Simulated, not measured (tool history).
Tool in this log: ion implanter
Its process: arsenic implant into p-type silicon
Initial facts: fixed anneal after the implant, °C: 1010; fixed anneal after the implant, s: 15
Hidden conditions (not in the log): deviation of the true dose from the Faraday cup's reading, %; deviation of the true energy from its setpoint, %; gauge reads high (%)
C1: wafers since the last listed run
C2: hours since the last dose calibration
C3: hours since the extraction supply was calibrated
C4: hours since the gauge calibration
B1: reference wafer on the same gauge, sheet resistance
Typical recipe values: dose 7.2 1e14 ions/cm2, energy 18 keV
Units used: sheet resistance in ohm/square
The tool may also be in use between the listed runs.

{"run": 1, "hour": 0.0, "dose": 7.2, "energy": 18, "C1": 0, "C2": 432, "C3": 3453.8, "C4": 636, "B1": 176.11, "sheet resistance": 156.82}
{"run": 2, "hour": 39.6, "dose": 7.2, "energy": 19.5, "C1": 714, "C2": 471.6, "C3": 3493.4, "C4": 675.6, "B1": 175.96, "sheet resistance": 153.55}
{"run": 3, "hour": 72.8, "dose": 7.2, "energy": 19.5, "C1": 599, "C2": 504.8, "C3": 3526.6, "C4": 708.8, "B1": 176.4, "sheet resistance": 153.33}
{"run": 4, "hour": 137.0, "dose": 7.2, "energy": 18, "C1": 1158, "C2": 569, "C3": 3590.8, "C4": 773, "B1": 176.41, "sheet resistance": 156.08}
{"run": 5, "hour": 174.0, "dose": 7.2, "energy": 18, "C1": 667, "C2": 606, "C3": 3627.8, "C4": 810, "B1": 176.63, "sheet resistance": 155.71}
{"run": 6, "hour": 213.1, "dose": 7.2, "energy": 18, "C1": 705, "C2": 645.1, "C3": 3666.9, "C4": 849.1, "B1": 176.61, "sheet resistance": 156.41}
{"run": 7, "hour": 276.8, "dose": 7.7, "energy": 18, "C1": 1149, "C2": 708.8, "C3": 3730.6, "C4": 912.8, "B1": 176.66, "sheet resistance": 151.01}
{"run": 8, "hour": 430.0, "dose": 7.7, "energy": 18, "C1": 2764, "C2": 862, "C3": 3883.8, "C4": 1066, "B1": 178.19, "sheet resistance": 151.44}
{"run": 9, "hour": 477.1, "dose": 7.2, "energy": 18, "C1": 849, "C2": 909.1, "C3": 3930.9, "C4": 1113.1, "B1": 177.98, "sheet resistance": 158.34}
{"run": 10, "hour": 533.4, "dose": 7.2, "energy": 18, "C1": 1015, "C2": 965.4, "C3": 3987.2, "C4": 1169.4, "B1": 178.25, "sheet resistance": 157.35}
{"run": 11, "hour": 599.0, "dose": 7.2, "energy": 18, "C1": 1183, "C2": 1031, "C3": 4052.8, "C4": 1235, "B1": 178.58, "sheet resistance": 158.12}
{"run": 12, "hour": 644.7, "dose": 7.2, "energy": 18, "C1": 824, "C2": 1076.7, "C3": 4098.5, "C4": 1280.7, "B1": 179.2, "sheet resistance": 160.53}
{"run": 13, "hour": 705.5, "dose": 8.03, "energy": 16.5, "C1": 1097, "C2": 1137.5, "C3": 4159.3, "C4": 1341.5, "B1": 179.84, "sheet resistance": 150.84}
{"run": 14, "hour": 759.8, "dose": 7.2, "energy": 18, "C1": 979, "C2": 1191.8, "C3": 4213.6, "C4": 1395.8, "B1": 180.15, "sheet resistance": 159.28}
{"run": 15, "hour": 828.0, "dose": 7.2, "energy": 18, "C1": 1230, "C2": 1260, "C3": 4281.8, "C4": 1464, "B1": 180.38, "sheet resistance": 159.28}
{"hour": 866.6, "done": "Faraday cup replaced and dose calibrated"}
{"run": 16, "hour": 867.1, "dose": 7.2, "energy": 18, "C1": 561, "C2": 0.5, "C3": 4320.9, "C4": 1503.1, "B1": 180.65, "sheet resistance": 161.41}
{"run": 17, "hour": 893.7, "dose": 6.16, "energy": 23.5, "C1": 479, "C2": 27.1, "C3": 4347.5, "C4": 1529.7, "B1": 181.18, "sheet resistance": 169.71}
{"hour": 902.0, "done": "gauge calibrated"}
{"run": 18, "hour": 957.6, "dose": 7.2, "energy": 18, "C1": 1152, "C2": 91, "C3": 4411.4, "C4": 55.6, "B1": 173.77, "sheet resistance": 153.22}
{"run": 19, "hour": 1009.9, "dose": 7.2, "energy": 12, "C1": 943, "C2": 143.3, "C3": 4463.7, "C4": 107.9, "B1": 174.13, "sheet resistance": 163.22}
{"run": 20, "hour": 1067.4, "dose": 5.35, "energy": 12, "C1": 1037, "C2": 200.8, "C3": 4521.2, "C4": 165.4, "B1": 173.95, "sheet resistance": 196.68}
{"hour": 1088.1, "done": "extraction supply calibrated"}
{"run": 21, "hour": 1123.7, "dose": 5.95, "energy": 20, "C1": 871, "C2": 257.1, "C3": 35.6, "C4": 221.7, "B1": 173.98, "sheet resistance": 170.73}
{"run": 22, "hour": 1185.0, "dose": 9.32, "energy": 20.5, "C1": 1106, "C2": 318.4, "C3": 96.9, "C4": 283, "B1": 173.98, "sheet resistance": 128.57}
{"run": 23, "hour": 1217.3, "dose": 7.7, "energy": 18, "C1": 582, "C2": 350.7, "C3": 129.2, "C4": 315.3, "B1": 174.25, "sheet resistance": 148.19}
{"run": 24, "hour": 1285.2, "dose": 7.2, "energy": 18, "C1": 1225, "C2": 418.6, "C3": 197.1, "C4": 383.2, "B1": 174.18, "sheet resistance": 153.69}
{"run": 25, "hour": 1341.0, "dose": 5.05, "energy": 18, "C1": 1006, "C2": 474.4, "C3": 252.9, "C4": 439, "B1": 174.44, "sheet resistance": 195.7}
{"run": 26, "hour": 1409.4, "dose": 7.2, "energy": 23.5, "C1": 1234, "C2": 542.8, "C3": 321.3, "C4": 507.4, "B1": 174.47, "sheet resistance": 147.55}
{"run": 27, "hour": 1479.8, "dose": 5.79, "energy": 12.5, "C1": 1270, "C2": 613.2, "C3": 391.7, "C4": 577.8, "B1": 175.14, "sheet resistance": 186.97}
{"run": 28, "hour": 1505.0, "dose": 8.22, "energy": 22.5, "C1": 454, "C2": 638.4, "C3": 416.9, "C4": 603, "B1": 174.98, "sheet resistance": 135.52}
{"run": 29, "hour": 1550.5, "dose": 8.45, "energy": 18, "C1": 820, "C2": 683.9, "C3": 462.4, "C4": 648.5, "B1": 175.24, "sheet resistance": 139.51}
{"run": 30, "hour": 1609.9, "dose": 6.56, "energy": 20.5, "C1": 1071, "C2": 743.3, "C3": 521.8, "C4": 707.9, "B1": 174.99, "sheet resistance": 161.83}
{"run": 31, "hour": 1723.6, "dose": 7.2, "energy": 18, "C1": 2051, "C2": 857, "C3": 635.5, "C4": 821.6, "B1": 175.54, "sheet resistance": 157.32}
{"run": 32, "hour": 1794.5, "dose": 6.42, "energy": 16, "C1": 1279, "C2": 927.9, "C3": 706.4, "C4": 892.5, "B1": 176.26, "sheet resistance": 171.93}
{"run": 33, "hour": 1883.4, "dose": 7.2, "energy": 18, "C1": 1604, "C2": 1016.8, "C3": 795.3, "C4": 981.4, "B1": 176.47, "sheet resistance": 156.01}
{"run": 34, "hour": 1916.4, "dose": 7.2, "energy": 18, "C1": 595, "C2": 1049.8, "C3": 828.3, "C4": 1014.4, "B1": 176.61, "sheet resistance": 157.08}
{"run": 35, "hour": 1945.2, "dose": 6.37, "energy": 13.5, "C1": 519, "C2": 1078.6, "C3": 857.1, "C4": 1043.2, "B1": 176.96, "sheet resistance": 176.75}
{"run": 36, "hour": 2004.1, "dose": 5.86, "energy": 22, "C1": 1062, "C2": 1137.5, "C3": 916, "C4": 1102.1, "B1": 177.24, "sheet resistance": 174.27}
{"run": 37, "hour": 2050.3, "dose": 7.7, "energy": 18, "C1": 833, "C2": 1183.7, "C3": 962.2, "C4": 1148.3, "B1": 177.77, "sheet resistance": 151.49}

Some steps in sheet resistance between neighbouring runs. How much of each would the tool show without its hidden state too (settings, what came in, random variation), and how much is left for the hidden state, with any gauge scatter that isn't in both results?
Run 7 -> 8: no setting changed, nothing entered. sheet resistance +0.43 ohm/square: hidden state +0.68, all else -0.25.
Run 13 -> 14: dose 8.03 -> 7.2, energy 16.5 -> 18. sheet resistance +8.44 ohm/square: hidden state +0.56, all else +7.88.
Run 17 -> 18: dose 6.16 -> 7.2, energy 23.5 -> 18, gauge calibrated. sheet resistance -16.49 ohm/square: hidden state -6.57, all else -9.92.
Run 21 -> 22: dose 5.95 -> 9.32, energy 20 -> 20.5. sheet resistance -42.16 ohm/square: hidden state +0.27, all else -42.43.
Run 25 -> 26: dose 5.05 -> 7.2, energy 18 -> 23.5. sheet resistance -48.15 ohm/square: hidden state +0.29, all else -48.44.
Run 27 -> 28: dose 5.79 -> 8.22, energy 12.5 -> 22.5. sheet resistance -51.45 ohm/square: hidden state +0.11, all else -51.56.
